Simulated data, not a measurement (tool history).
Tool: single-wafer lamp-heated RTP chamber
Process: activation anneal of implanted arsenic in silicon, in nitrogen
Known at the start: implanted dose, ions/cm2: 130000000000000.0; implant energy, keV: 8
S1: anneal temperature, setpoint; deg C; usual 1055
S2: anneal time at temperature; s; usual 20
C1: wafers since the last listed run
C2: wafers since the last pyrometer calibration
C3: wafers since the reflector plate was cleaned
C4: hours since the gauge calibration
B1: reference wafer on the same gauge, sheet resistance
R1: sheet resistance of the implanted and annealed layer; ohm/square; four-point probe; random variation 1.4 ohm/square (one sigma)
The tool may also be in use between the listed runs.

{"run": 1, "hour": 0.0, "S1": 1075, "S2": 20, "C1": 0, "C2": 5751, "C3": 5115, "C4": 1377.1, "B1": 684.97, "R1": 627.46}
{"run": 2, "hour": 99.1, "S1": 1075, "S2": 20, "C1": 2079, "C2": 7831, "C3": 7194, "C4": 1476.2, "B1": 685.03, "R1": 628.78}
{"run": 3, "hour": 181.2, "S1": 1076, "S2": 13, "C1": 1722, "C2": 9553, "C3": 8917, "C4": 1558.3, "B1": 685.1, "R1": 639.24}
{"hour": 198.6, "done": "reflector plate cleaned, repeated, since the last time left the tool worse"}
{"run": 4, "hour": 288.4, "S1": 1076, "S2": 13, "C1": 2081, "C2": 11635, "C3": 1884, "C4": 1665.5, "B1": 685.11, "R1": 648.38}
{"run": 5, "hour": 324.9, "S1": 1035, "S2": 20, "C1": 765, "C2": 12400, "C3": 2650, "C4": 1702, "B1": 685.06, "R1": 655.04}
{"run": 6, "hour": 384.1, "S1": 1035, "S2": 20, "C1": 1242, "C2": 13643, "C3": 3892, "C4": 1761.2, "B1": 684.84, "R1": 658.7}
{"hour": 405.2, "done": "pyrometer window cleaned and pyrometer calibrated"}
{"run": 7, "hour": 431.9, "S1": 1035, "S2": 20, "C1": 835, "C2": 560, "C3": 4727, "C4": 1809, "B1": 684.76, "R1": 655.48}
{"run": 8, "hour": 495.3, "S1": 1055, "S2": 20, "C1": 1330, "C2": 1891, "C3": 6057, "C4": 1872.4, "B1": 685.39, "R1": 648.83}
{"run": 9, "hour": 579.9, "S1": 1055, "S2": 20, "C1": 1775, "C2": 3666, "C3": 7832, "C4": 1957, "B1": 685.26, "R1": 650.49}
{"run": 10, "hour": 630.8, "S1": 1055, "S2": 20, "C1": 1067, "C2": 4734, "C3": 8900, "C4": 2007.9, "B1": 684.79, "R1": 645.26}
{"run": 11, "hour": 717.4, "S1": 1055, "S2": 13, "C1": 1816, "C2": 6551, "C3": 10717, "C4": 2094.5, "B1": 685.09, "R1": 655.8}
{"run": 12, "hour": 764.7, "S1": 1055, "S2": 20, "C1": 992, "C2": 7543, "C3": 11709, "C4": 2141.8, "B1": 684.72, "R1": 646.72}
{"run": 13, "hour": 834.4, "S1": 1055, "S2": 20, "C1": 1462, "C2": 9005, "C3": 13172, "C4": 2211.5, "B1": 684.93, "R1": 645.43}
{"run": 14, "hour": 875.4, "S1": 1055, "S2": 20, "C1": 860, "C2": 9866, "C3": 14032, "C4": 2252.5, "B1": 685, "R1": 645.57}
{"run": 15, "hour": 928.9, "S1": 1079, "S2": 29, "C1": 1122, "C2": 10988, "C3": 15155, "C4": 2306, "B1": 684.99, "R1": 616.3}
{"hour": 957.1, "done": "reflector plate cleaned"}
{"hour": 959.4, "done": "gauge calibrated"}
{"run": 16, "hour": 975.2, "S1": 1039, "S2": 31, "C1": 803, "C2": 11792, "C3": 379, "C4": 15.8, "B1": 684.78, "R1": 644.69}
{"run": 17, "hour": 1074.7, "S1": 1047, "S2": 9, "C1": 2087, "C2": 13879, "C3": 2467, "C4": 115.3, "B1": 685.21, "R1": 665.31}
{"run": 18, "hour": 1119.0, "S1": 1076, "S2": 31, "C1": 929, "C2": 14809, "C3": 3396, "C4": 159.6, "B1": 684.78, "R1": 617.65}
{"hour": 1154.3, "done": "pyrometer window cleaned and pyrometer calibrated"}
{"run": 19, "hour": 1197.8, "S1": 1028, "S2": 10, "C1": 1485, "C2": 911, "C3": 4882, "C4": 238.4, "B1": 684.97, "R1": 668.37}
{"run": 20, "hour": 1249.7, "S1": 1055, "S2": 20, "C1": 1088, "C2": 2000, "C3": 5971, "C4": 290.3, "B1": 685.27, "R1": 648.7}
{"run": 21, "hour": 1340.3, "S1": 1075, "S2": 20, "C1": 1900, "C2": 3901, "C3": 7872, "C4": 380.9, "B1": 685.11, "R1": 636.23}
{"run": 22, "hour": 1411.1, "S1": 1077, "S2": 17, "C1": 1485, "C2": 5387, "C3": 9357, "C4": 451.7, "B1": 685.43, "R1": 637.26}
{"run": 23, "hour": 1462.5, "S1": 1027, "S2": 10, "C1": 1078, "C2": 6465, "C3": 10436, "C4": 503.1, "B1": 685.29, "R1": 670.15}
{"hour": 1609.4, "done": "reflector plate cleaned"}
{"run": 24, "hour": 1780.5, "S1": 1055, "S2": 20, "C1": 6504, "C2": 12969, "C3": 3590, "C4": 821.1, "B1": 684.88, "R1": 645.27}
{"hour": 1869.1, "done": "pyrometer window cleaned and pyrometer calibrated"}
{"run": 25, "hour": 1880.7, "S1": 1080, "S2": 9, "C1": 1934, "C2": 242, "C3": 5524, "C4": 921.3, "B1": 684.98, "R1": 651.8}
{"run": 26, "hour": 1937.4, "S1": 1055, "S2": 20, "C1": 1189, "C2": 1432, "C3": 6714, "C4": 978, "B1": 684.77, "R1": 646.73}
{"run": 27, "hour": 2032.4, "S1": 1072, "S2": 9, "C1": 1993, "C2": 3425, "C3": 8707, "C4": 1073, "B1": 684.85, "R1": 654.43}
{"run": 28, "hour": 2079.9, "S1": 1055, "S2": 20, "C1": 996, "C2": 4422, "C3": 9704, "C4": 1120.5, "B1": 685.17, "R1": 648.84}
{"run": 29, "hour": 2121.9, "S1": 1079, "S2": 11, "C1": 881, "C2": 5303, "C3": 10585, "C4": 1162.5, "B1": 684.83, "R1": 648.4}
{"hour": 2183.2, "done": "reflector plate cleaned"}
{"run": 30, "hour": 2186.5, "S1": 1029, "S2": 20, "C1": 1187, "C2": 6491, "C3": 68, "C4": 1227.1, "B1": 685.1, "R1": 660.71}
{"run": 31, "hour": 2248.0, "S1": 1036, "S2": 29, "C1": 1290, "C2": 7781, "C3": 1359, "C4": 1288.6, "B1": 685.11, "R1": 649.71}
{"run": 32, "hour": 2290.5, "S1": 1069, "S2": 11, "C1": 891, "C2": 8673, "C3": 2250, "C4": 1331.1, "B1": 684.88, "R1": 651.82}
{"run": 33, "hour": 2397.6, "S1": 1028, "S2": 29, "C1": 2247, "C2": 10920, "C3": 4498, "C4": 1438.2, "B1": 684.88, "R1": 652.83}
{"run": 34, "hour": 2469.8, "S1": 1075, "S2": 12, "C1": 1514, "C2": 12435, "C3": 6012, "C4": 1510.4, "B1": 684.75, "R1": 649.56}
{"run": 35, "hour": 2557.8, "S1": 1074, "S2": 25, "C1": 1846, "C2": 14281, "C3": 7859, "C4": 1598.4, "B1": 685.23, "R1": 628.05}
{"hour": 2605.5, "done": "pyrometer window cleaned and pyrometer calibrated"}
{"run": 36, "hour": 2608.5, "S1": 1055, "S2": 20, "C1": 895, "C2": 62, "C3": 8755, "C4": 1649.1, "B1": 685.1, "R1": 645.98}

Forecast each of these 4 alternatives for the next run:
{"run": "A", "hour": 2608.9, "S1": 1079, "S2": 20, "C1": 8, "C2": 70, "C3": 8763, "C4": 1649.5, "B1": "?", "R1": "?"}
{"run": "B", "hour": 2608.9, "S1": 1063, "S2": 20, "C1": 8, "C2": 70, "C3": 8763, "C4": 1649.5, "B1": "?", "R1": "?"}
{"run": "C", "hour": 2608.9, "S1": 1076, "S2": 26, "C1": 8, "C2": 70, "C3": 8763, "C4": 1649.5, "B1": "?", "R1": "?"}
{"run": "D", "hour": 2608.9, "S1": 1079, "S2": 32, "C1": 8, "C2": 70, "C3": 8763, "C4": 1649.5, "B1": "?", "R1": "?"}

run=A B1=684.87 R1=631.72
run=B B1=684.87 R1=642.38
run=C B1=684.87 R1=625.27
run=D B1=684.87 R1=615.22
Without the tool's hidden state the same runs would have given:
run=A R1=633.56
run=B R1=643.93
run=C R1=627.28
run=D R1=617.45

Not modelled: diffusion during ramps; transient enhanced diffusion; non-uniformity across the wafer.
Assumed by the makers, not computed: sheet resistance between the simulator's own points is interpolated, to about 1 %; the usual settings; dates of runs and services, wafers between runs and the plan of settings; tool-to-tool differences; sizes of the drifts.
